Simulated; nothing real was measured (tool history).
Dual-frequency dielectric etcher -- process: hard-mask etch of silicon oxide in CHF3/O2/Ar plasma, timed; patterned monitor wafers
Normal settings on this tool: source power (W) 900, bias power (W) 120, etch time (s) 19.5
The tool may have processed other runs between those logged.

run	hour	source power (W)	bias power (W)	etch time (s)	read-back reference wafer on the same gauge, depth_nm	mean etch depth across the wafer (Å)
1	0	900	130	19.5	33.72	366.9
2	18.1	900	130	19.5	33.72	365.6
3	39.8	950	134	19.5	33.69	375.2
4	69.4	900	128	19.5	33.71	364
5	88.7	900	120	17	33.69	310.7
# hour 179.6: source power generator calibrated
6	192.6	900	120	17	33.71	318
7	212.6	900	120	17	33.7	317.2
8	237.8	900	120	19.5	33.71	364.4
9	249.9	900	120	19.5	33.7	364.2
10	266	1050	130	17.5	33.72	349.9
11	288.1	900	93	22.5	33.71	390.5
# hour 313.6: gauge calibrated
12	320.9	900	120	17	33.69	316.6
13	339.6	900	120	19.5	33.71	363
14	362.3	900	120	17	33.71	317.1
15	391.6	1000	141	22.5	33.68	452.7
16	421.2	900	120	19.5	33.72	361.9
# hour 431.7: bias power generator calibrated
# hour 455.9: wet clean of the chamber
17	456.4	830	136	15	33.72	282.9
18	456.7	900	120	19.5	33.69	364
# hour 492.7: upper electrode replaced
19	493.2	1050	129	15.5	33.71	311.7
20	506.6	900	131	19.5	33.7	374.1
21	538.2	970	110	14	33.7	261.9
22	554.2	900	120	19.5	33.69	364.3
23	580.1	730	120	25.5	33.7	445
24	601.7	900	100	17	33.69	301.4
25	629.8	900	138	25	33.69	484.5
26	642.7	760	139	21.5	33.71	397.2
27	673.8	1050	131	25	33.69	501.2
28	687.3	900	120	19.5	33.72	363.2
29	699.4	900	120	19.5	33.7	362.1

Below are 5 alternative next runs, each starting from the tool's condition after run 29. Predict each:
A	699.8	900	120	19.5	?	?
B	699.8	710	120	14.5	?	?
C	699.8	900	108	19.5	?	?
D	699.8	900	120	18	?	?
E	699.8	990	101	16	?	?

run	read-back reference wafer on the same gauge, depth_nm	mean etch depth across the wafer (Å)
A	33.72	361.9
B	33.72	249.9
C	33.72	351.6
D	33.72	334
E	33.72	292.4
The same runs, with their run-to-run variation unchanged, on a tool lacking any hidden condition would have given:
run	mean etch depth across the wafer (Å)
A	365.8
B	252.6
C	355.4
D	337.7
E	295.6
